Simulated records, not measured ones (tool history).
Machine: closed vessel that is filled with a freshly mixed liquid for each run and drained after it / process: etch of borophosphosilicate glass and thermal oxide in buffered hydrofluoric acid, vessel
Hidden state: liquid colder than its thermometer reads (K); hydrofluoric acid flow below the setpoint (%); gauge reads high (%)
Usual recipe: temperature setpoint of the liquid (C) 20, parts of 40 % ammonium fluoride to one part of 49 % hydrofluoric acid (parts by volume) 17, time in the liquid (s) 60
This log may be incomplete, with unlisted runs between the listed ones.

run	day	temperature setpoint of the liquid (C)	parts of 40 % ammonium fluoride to one part of 49 % hydrofluoric acid (parts by volume)	time in the liquid (s)	wafers since the last listed run	hours since the thermometer was replaced	hours since the hydrofluoric acid flow meter was replaced	hours since the gauge calibration	read-back film thickness of the borophosphosilicate glass reference wafer, read on the same gauge (nm)	read-back film thickness of the thermal oxide reference wafer, read on the same gauge (nm)	thickness taken off the borophosphosilicate glass on a monitor wafer (Å)	thickness taken off the thermal oxide on a monitor wafer (Å)
1	0	20	14.5	50	0	1110.7	1469	389.6	69.98	40	821.2	243.5
2	0.312	20	14.5	50	1011	1118.2	1476.5	397.1	70.02	40	817.8	243
3	0.646	20	17	85	1078	1126.2	1484.5	405.1	69.98	40	1188.8	351.3
4	1.179	20	17	85	1725	1139	1497.3	417.9	69.96	39.98	1189.2	352.6
5	1.767	17	12	60	1901	1153.1	1511.4	432	69.98	40.01	999.8	294.5
6	2.429	17	12	60	2143	1169	1527.3	447.9	70	40	984.8	293.7
# day 2.696: gauge calibrated
7	2.788	17	12	60	1159	1177.6	1535.9	2.2	70.01	40	990.2	291.4
8	3.042	20	17	60	822	1183.7	1542	8.3	70	40.01	832.1	245.6
# day 3.308: thermometer replaced
9	3.329	20	17	60	795	0.5	1548.9	15.2	70.06	40.03	925.3	280
10	3.862	23	17	60	1725	13.3	1561.7	28	70.03	40.01	1090.1	327.8
11	4.388	20	17	60	1698	25.9	1574.3	40.6	69.99	40	923.5	274.7
12	5.058	20	17	60	2170	42	1590.4	56.7	70	40	930.1	275.2
13	5.804	23.5	24	30	2413	59.9	1608.3	74.6	69.96	39.97	436.9	132
14	6.488	17	23	60	2211	76.3	1624.7	91	70.01	39.99	629.8	188.8
15	7.179	23	23.5	50	2238	92.9	1641.3	107.6	70.04	40	716.6	214.1
16	7.808	18.5	21	90	2036	108	1656.4	122.7	70.02	40.03	1093.6	324.2
17	8.108	23	17	95	970	115.2	1663.6	129.9	69.97	40.01	1700.5	511.7
# day 8.321: hydrofluoric acid flow meter replaced
18	10.104	20	23.5	60	6323	163.1	42.8	177.8	70.02	40	810.5	241
19	10.458	20	17	60	1146	171.6	51.3	186.3	69.99	39.98	1052.3	315.7
20	10.929	20	19	35	1523	182.9	62.6	197.6	70.04	39.99	553.7	165.1
21	11.321	20	17	60	1267	192.3	72	207	70	40.02	1047.6	315.7
22	11.629	20	12	60	997	199.7	79.4	214.4	70.03	39.99	1485.8	442.9
23	11.979	23.5	17	60	1132	208.1	87.8	222.8	70	40.01	1267.9	381.5
24	13.15	17	14.5	75	3788	236.2	115.9	250.9	70.01	39.99	1290.1	381
25	13.588	20	17	60	1415	246.7	126.4	261.4	70.04	40	1046.9	312.4
26	13.854	17.5	24	60	862	253.1	132.8	267.8	70.02	39.98	687.4	204.6

Describe how what the log doesn't record of the tool's condition differs between the last listed run preceding each entry between runs and the first listed run following it.
Between runs 6 and 7: gauge calibrated (day 2.696)
  liquid colder than its thermometer reads (K): 2.08 -> 2.1; hydrofluoric acid flow below the setpoint (%): 14.9 -> 15
  the result without the hidden state subtracted from the measured one, thickness taken off the borophosphosilicate glass on a monitor wafer (Å): -315.1 -> -319.5; thickness taken off the thermal oxide on a monitor wafer (Å): -94.2 -> -94.2
Between runs 8 and 9: thermometer replaced (day 3.308)
  liquid colder than its thermometer reads (K): 2.11 -> 0.00171; hydrofluoric acid flow below the setpoint (%): 15 -> 15.1
  the result without the hidden state subtracted from the measured one, thickness taken off the borophosphosilicate glass on a monitor wafer (Å): -268.1 -> -162.6; thickness taken off the thermal oxide on a monitor wafer (Å): -79.4 -> -49
Between runs 17 and 18: hydrofluoric acid flow meter replaced (day 8.321)
  liquid colder than its thermometer reads (K): 0.2 -> 0.283; hydrofluoric acid flow below the setpoint (%): 16 -> 1.52
  the result without the hidden state subtracted from the measured one, thickness taken off the borophosphosilicate glass on a monitor wafer (Å): -335.6 -> -21.5; thickness taken off the thermal oxide on a monitor wafer (Å): -100.7 -> -6.5

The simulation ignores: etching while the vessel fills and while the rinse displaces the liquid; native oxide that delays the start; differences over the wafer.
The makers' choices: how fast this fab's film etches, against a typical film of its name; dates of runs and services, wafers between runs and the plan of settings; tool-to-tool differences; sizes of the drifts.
